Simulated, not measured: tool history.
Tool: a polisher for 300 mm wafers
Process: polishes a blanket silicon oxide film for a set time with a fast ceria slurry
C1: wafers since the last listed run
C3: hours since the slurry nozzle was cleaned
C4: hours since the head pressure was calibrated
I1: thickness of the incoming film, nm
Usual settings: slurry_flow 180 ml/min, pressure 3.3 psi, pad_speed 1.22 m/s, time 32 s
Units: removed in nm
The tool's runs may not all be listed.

run 1 hour=0.0 | slurry_flow=180 pressure=3.3 pad_speed=1.34 time=32 | C1=0 wafers_polished_on_this_pad=1338 C3=434.9 C4=83.3 | I1=2029.8 | removed=785.2
run 2 hour=91.5 | slurry_flow=180 pressure=3.3 pad_speed=1.34 time=32 | C1=711 wafers_polished_on_this_pad=2049 C3=526.4 C4=174.8 | I1=2019.1 | removed=760.2
run 3 hour=150.6 | slurry_flow=180 pressure=3.3 pad_speed=1.34 time=32 | C1=459 wafers_polished_on_this_pad=2508 C3=585.5 C4=233.9 | I1=2076.1 | removed=757.7
run 4 hour=197.9 | slurry_flow=135 pressure=3.3 pad_speed=1.22 time=32 | C1=367 wafers_polished_on_this_pad=2876 C3=632.8 C4=281.2 | I1=2039.4 | removed=670.8
run 5 hour=288.3 | slurry_flow=135 pressure=3.3 pad_speed=1.22 time=32 | C1=702 wafers_polished_on_this_pad=3578 C3=723.2 C4=371.6 | I1=2082.9 | removed=657.7
run 6 hour=375.5 | slurry_flow=135 pressure=3.3 pad_speed=1.22 time=32 | C1=677 wafers_polished_on_this_pad=4256 C3=810.4 C4=458.8 | I1=2077.2 | removed=654.0
run 7 hour=438.7 | slurry_flow=180 pressure=3.3 pad_speed=1.22 time=32 | C1=491 wafers_polished_on_this_pad=4747 C3=873.6 C4=522.0 | I1=2033.3 | removed=690.4
run 8 hour=486.0 | slurry_flow=180 pressure=2.9 pad_speed=1.22 time=32 | C1=367 wafers_polished_on_this_pad=5115 C3=920.9 C4=569.3 | I1=2079.7 | removed=600.0
-- hour=509.2 slurry nozzle cleaned
run 9 hour=560.6 | slurry_flow=180 pressure=2.9 pad_speed=1.22 time=32 | C1=572 wafers_polished_on_this_pad=5687 C3=51.4 C4=643.9 | I1=2047.4 | removed=586.2
run 10 hour=608.9 | slurry_flow=180 pressure=2.9 pad_speed=1.22 time=32 | C1=375 wafers_polished_on_this_pad=6062 C3=99.7 C4=692.2 | I1=2019.8 | removed=585.1
-- hour=772.4 worn pad replaced by a new one
-- hour=844.5 head pressure recalibrated
run 11 hour=869.2 | slurry_flow=180 pressure=3.3 pad_speed=1.22 time=32 | C1=1976 wafers_polished_on_this_pad=737 C3=360.0 C4=24.7 | I1=2070.6 | removed=728.0
run 12 hour=969.6 | slurry_flow=180 pressure=3.3 pad_speed=1.22 time=32 | C1=780 wafers_polished_on_this_pad=1517 C3=460.4 C4=125.1 | I1=2035.7 | removed=718.2
run 13 hour=1070.0 | slurry_flow=180 pressure=3.3 pad_speed=1.22 time=32 | C1=780 wafers_polished_on_this_pad=2297 C3=560.8 C4=225.5 | I1=2080.1 | removed=717.5
run 14 hour=1122.9 | slurry_flow=180 pressure=4.0 pad_speed=1.22 time=32 | C1=411 wafers_polished_on_this_pad=2708 C3=613.7 C4=278.4 | I1=2012.0 | removed=854.2
run 15 hour=1220.6 | slurry_flow=180 pressure=3.3 pad_speed=1.22 time=34 | C1=759 wafers_polished_on_this_pad=3468 C3=711.4 C4=376.1 | I1=2010.3 | removed=738.7
-- hour=1301.6 slurry nozzle cleaned
run 16 hour=1325.0 | slurry_flow=180 pressure=3.3 pad_speed=1.22 time=32 | C1=803 wafers_polished_on_this_pad=4271 C3=23.4 C4=480.5 | I1=2028.5 | removed=684.6
run 17 hour=1384.2 | slurry_flow=180 pressure=3.3 pad_speed=1.22 time=32 | C1=460 wafers_polished_on_this_pad=4731 C3=82.6 C4=539.7 | I1=2036.9 | removed=687.7
-- hour=1595.6 worn pad replaced by a new one
run 18 hour=1609.1 | slurry_flow=135 pressure=3.0 pad_speed=1.22 time=25 | C1=1716 wafers_polished_on_this_pad=105 C3=307.5 C4=764.6 | I1=2027.1 | removed=483.8
run 19 hour=1707.3 | slurry_flow=180 pressure=3.3 pad_speed=1.22 time=32 | C1=763 wafers_polished_on_this_pad=868 C3=405.7 C4=862.8 | I1=2034.0 | removed=724.2
run 20 hour=1807.5 | slurry_flow=235 pressure=2.6 pad_speed=1.04 time=32 | C1=778 wafers_polished_on_this_pad=1646 C3=505.9 C4=963.0 | I1=2064.6 | removed=525.3
-- hour=1833.2 head pressure recalibrated
run 21 hour=1868.2 | slurry_flow=180 pressure=3.3 pad_speed=1.22 time=32 | C1=456 wafers_polished_on_this_pad=2103 C3=566.6 C4=35.0 | I1=2032.0 | removed=708.6
run 22 hour=1924.7 | slurry_flow=180 pressure=3.3 pad_speed=1.22 time=32 | C1=439 wafers_polished_on_this_pad=2542 C3=623.1 C4=91.5 | I1=2024.7 | removed=708.5
run 23 hour=1992.4 | slurry_flow=155 pressure=3.3 pad_speed=1.22 time=32 | C1=526 wafers_polished_on_this_pad=3068 C3=690.8 C4=159.2 | I1=2057.7 | removed=681.9
-- hour=2062.0 slurry nozzle cleaned
run 24 hour=2099.5 | slurry_flow=180 pressure=3.3 pad_speed=1.52 time=32 | C1=824 wafers_polished_on_this_pad=3892 C3=37.5 C4=266.3 | I1=2041.0 | removed=830.4
run 25 hour=2203.1 | slurry_flow=180 pressure=2.3 pad_speed=1.22 time=27 | C1=805 wafers_polished_on_this_pad=4698 C3=141.1 C4=369.9 | I1=2006.3 | removed=408.7
run 26 hour=2281.9 | slurry_flow=180 pressure=3.9 pad_speed=1.22 time=32 | C1=612 wafers_polished_on_this_pad=5310 C3=219.9 C4=448.7 | I1=2087.4 | removed=799.6
run 27 hour=2542.5 | slurry_flow=130 pressure=4.4 pad_speed=1.22 time=37 | C1=2025 wafers_polished_on_this_pad=7335 C3=480.5 C4=709.3 | I1=2043.5 | removed=935.3
-- hour=2548.6 worn pad replaced by a new one
run 28 hour=2633.4 | slurry_flow=160 pressure=2.5 pad_speed=1.22 time=26 | C1=675 wafers_polished_on_this_pad=658 C3=571.4 C4=800.2 | I1=2088.5 | removed=432.2
-- hour=2701.2 head pressure recalibrated
run 29 hour=2770.4 | slurry_flow=230 pressure=2.4 pad_speed=0.92 time=24 | C1=1049 wafers_polished_on_this_pad=1707 C3=708.4 C4=69.2 | I1=2042.8 | removed=325.1
-- hour=2826.2 slurry nozzle cleaned
run 30 hour=2840.0 | slurry_flow=180 pressure=3.3 pad_speed=1.22 time=32 | C1=533 wafers_polished_on_this_pad=2241 C3=13.8 C4=138.8 | I1=2049.4 | removed=709.6
run 31 hour=2940.0 | slurry_flow=120 pressure=4.1 pad_speed=1.22 time=23 | C1=777 wafers_polished_on_this_pad=3018 C3=113.8 C4=238.8 | I1=2027.0 | removed=588.7
run 32 hour=3009.8 | slurry_flow=135 pressure=3.0 pad_speed=1.22 time=25 | C1=542 wafers_polished_on_this_pad=3560 C3=183.6 C4=308.6 | I1=2037.1 | removed=468.1
run 33 hour=3100.0 | slurry_flow=135 pressure=3.0 pad_speed=1.36 time=23 | C1=701 wafers_polished_on_this_pad=4261 C3=273.8 C4=398.8 | I1=2062.0 | removed=465.4
run 34 hour=3161.3 | slurry_flow=180 pressure=3.3 pad_speed=1.22 time=32 | C1=476 wafers_polished_on_this_pad=4738 C3=335.1 C4=460.1 | I1=2049.5 | removed=677.0
run 35 hour=3258.9 | slurry_flow=180 pressure=3.3 pad_speed=1.06 time=42 | C1=758 wafers_polished_on_this_pad=5496 C3=432.7 C4=557.7 | I1=2029.7 | removed=783.5
-- hour=3301.7 worn pad replaced by a new one
run 36 hour=3424.7 | slurry_flow=180 pressure=3.3 pad_speed=1.42 time=36 | C1=1257 wafers_polished_on_this_pad=956 C3=598.5 C4=723.5 | I1=2079.0 | removed=899.5
-- hour=3663.9 head pressure recalibrated
-- hour=3667.0 slurry nozzle cleaned
run 37 hour=3669.4 | slurry_flow=180 pressure=3.3 pad_speed=1.58 time=36 | C1=1878 wafers_polished_on_this_pad=2834 C3=2.4 C4=5.5 | I1=2037.1 | removed=969.9

3 ways to go on from here, each from the tool as it stands after run 37. What would each give?
run A hour=3669.8 | slurry_flow=180 pressure=3.3 pad_speed=1.22 time=24 | C1=3 wafers_polished_on_this_pad=2837 C3=2.8 C4=5.9 | I1=2069.1 | removed=?
run B hour=3669.8 | slurry_flow=220 pressure=2.4 pad_speed=1.22 time=32 | C1=3 wafers_polished_on_this_pad=2837 C3=2.8 C4=5.9 | I1=2069.1 | removed=?
run C hour=3669.8 | slurry_flow=130 pressure=4.5 pad_speed=1.22 time=32 | C1=3 wafers_polished_on_this_pad=2837 C3=2.8 C4=5.9 | I1=2069.1 | removed=?

run=A removed=535.4
run=B removed=534.3
run=C removed=914.1
Without the tool's hidden state the same runs would have given:
run=A removed=551.3
run=B removed=550.2
run=C removed=941.3
